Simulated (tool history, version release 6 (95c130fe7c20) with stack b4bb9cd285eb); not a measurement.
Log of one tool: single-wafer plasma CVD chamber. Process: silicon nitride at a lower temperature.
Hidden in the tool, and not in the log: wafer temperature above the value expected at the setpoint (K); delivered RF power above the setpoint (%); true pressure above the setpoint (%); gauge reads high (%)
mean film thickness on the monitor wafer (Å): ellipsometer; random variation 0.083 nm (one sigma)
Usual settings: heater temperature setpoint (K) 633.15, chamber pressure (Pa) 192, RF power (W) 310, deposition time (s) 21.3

run   hour  heater temperature setpoint (K)  chamber pressure (Pa)  RF power (W)  deposition time (s)  wafers since the last listed run  hours since the last thermocouple change  hours since the last RF generator calibration  hours since the last manometer calibration  hours since the showerhead was replaced  hours since the gauge calibration  read-back reference wafer on the same gauge, thickness_nm  mean film thickness on the monitor wafer (Å)
  1    0.0                           633.15                    192           310                 21.3                                 0                                     853.9                                         1541.6                                       871.1                                   4909.3                              325.0                                                     23.369                                        264.75
  2   32.2                           633.15                    192           310                 21.3                               685                                     886.1                                         1573.8                                       903.3                                   4941.5                              357.2                                                     23.376                                        266.03
  3   53.1                           633.15                    192           310                 21.3                               445                                     907.0                                         1594.7                                       924.2                                   4962.4                              378.1                                                     23.415                                        264.64
  4   75.5                           633.15                    192           310                 21.3                               477                                     929.4                                         1617.1                                       946.6                                   4984.8                              400.5                                                     23.440                                        265.64
  5  101.6                           633.15                    192           310                 21.3                               555                                     955.5                                         1643.2                                       972.7                                   5010.9                              426.6                                                     23.446                                        266.64
  6  140.8                           633.15                    192           330                 21.3                               835                                     994.7                                         1682.4                                      1011.9                                   5050.1                              465.8                                                     23.517                                        282.71
  7  170.6                           633.15                    192           330                 21.3                               634                                    1024.5                                         1712.2                                      1041.7                                   5079.9                              495.6                                                     23.583                                        283.18
  8  203.8                           633.15                    192           310                 21.3                               707                                    1057.7                                         1745.4                                      1074.9                                   5113.1                              528.8                                                     23.611                                        267.93
  9  235.9                           633.15                    192           310                 21.3                               683                                    1089.8                                         1777.5                                      1107.0                                   5145.2                              560.9                                                     23.666                                        267.81
     250.2  -- gauge calibrated
 10  270.7                           633.15                    192           310                 21.3                               741                                    1124.6                                         1812.3                                      1141.8                                   5180.0                               20.5                                                     23.171                                        263.02
     286.7  -- thermocouple changed; heater temperature recalibrated
 11  291.2                           633.15                    192           310                 21.3                               266                                       4.5                                         1832.8                                      1162.3                                   5200.5                               41.0                                                     23.191                                        264.70
 12  308.3                           633.15                    192           310                 22.5                               364                                      21.6                                         1849.9                                      1179.4                                   5217.6                               58.1                                                     23.183                                        277.68
     341.9  -- capacitance manometer re-zeroed and calibrated
 13  342.8                           633.15                    192           310                 21.3                               564                                      56.1                                         1884.4                                         0.9                                   5252.1                               92.6                                                     23.190                                        263.99
     357.5  -- showerhead replaced
 14  366.4                           633.15                    192           310                 21.3                               332                                      79.7                                         1908.0                                        24.5                                      8.9                              116.2                                                     23.241                                        263.03
 15  389.4                           621.15                    209           340                 24.3                               489                                     102.7                                         1931.0                                        47.5                                     31.9                              139.2                                                     23.256                                        334.11
 16  409.2                           633.15                    192           310                 17.1                               421                                     122.5                                         1950.8                                        67.3                                     51.7                              159.0                                                     23.217                                        211.11
     431.3  -- RF generator calibrated
 17  431.8                           640.15                    192           310                 23.5                               311                                     145.1                                            0.5                                        89.9                                     74.3                              181.6                                                     23.248                                        288.78
 18  458.0                           633.15                    192           310                 21.3                               558                                     171.3                                           26.7                                       116.1                                    100.5                              207.8                                                     23.251                                        264.44
 19  481.0                           633.15                    192           310                 21.3                               489                                     194.3                                           49.7                                       139.1                                    123.5                              230.8                                                     23.251                                        264.24
 20  510.4                           625.15                    192           310                 25.3                               626                                     223.7                                           79.1                                       168.5                                    152.9                              260.2                                                     23.288                                        314.61
 21  541.9                           622.15                    192           325                 22.5                               670                                     255.2                                          110.6                                       200.0                                    184.4                              291.7                                                     23.309                                        293.28
 22  568.9                           625.15                    192           310                 25.3                               575                                     282.2                                          137.6                                       227.0                                    211.4                              318.7                                                     23.341                                        315.91
 23  601.2                           633.15                    192           310                 21.3                               688                                     314.5                                          169.9                                       259.3                                    243.7                              351.0                                                     23.349                                        265.04
 24  631.0                           633.15                    211           355                 21.3                               634                                     344.3                                          199.7                                       289.1                                    273.5                              380.8                                                     23.387                                        304.56
 25  651.5                           637.15                    192           255                 21.3                               436                                     364.8                                          220.2                                       309.6                                    294.0                              401.3                                                     23.413                                        215.49
 26  675.1                           618.15                    233           260                 21.3                               502                                     388.4                                          243.8                                       333.2                                    317.6                              424.9                                                     23.443                                        230.10
 27  692.7                           633.15                    192           310                 21.3                               374                                     406.0                                          261.4                                       350.8                                    335.2                              442.5                                                     23.474                                        265.75
 28  707.8                           629.15                    227           370                 18.9                               321                                     421.1                                          276.5                                       365.9                                    350.3                              457.6                                                     23.478                                        287.03
 29  733.8                           644.15                    235           310                 21.3                               553                                     447.1                                          302.5                                       391.9                                    376.3                              483.6                                                     23.521                                        276.68

Some steps in mean film thickness on the monitor wafer (Å) between neighbouring runs. How much of each would the tool show without its hidden state too (settings, what came in, random variation), and how much is left for the hidden state, with any gauge scatter that isn't in both results?
Run 5 -> 6: RF power (W) 310 -> 330. mean film thickness on the monitor wafer (Å) +16.07: hidden state +0.77, all else +15.30.
Run 9 -> 10: gauge calibrated. mean film thickness on the monitor wafer (Å) -4.79: hidden state -5.32, all else +0.53.
Run 15 -> 16: heater temperature setpoint (K) 621.15 -> 633.15, chamber pressure (Pa) 209 -> 192, RF power (W) 340 -> 310, deposition time (s) 24.3 -> 17.1. mean film thickness on the monitor wafer (Å) -123.00: hidden state +0.00, all else -123.00.
Run 24 -> 25: heater temperature setpoint (K) 633.15 -> 637.15, chamber pressure (Pa) 211 -> 192, RF power (W) 355 -> 255. mean film thickness on the monitor wafer (Å) -89.07: hidden state -0.51, all else -88.56.
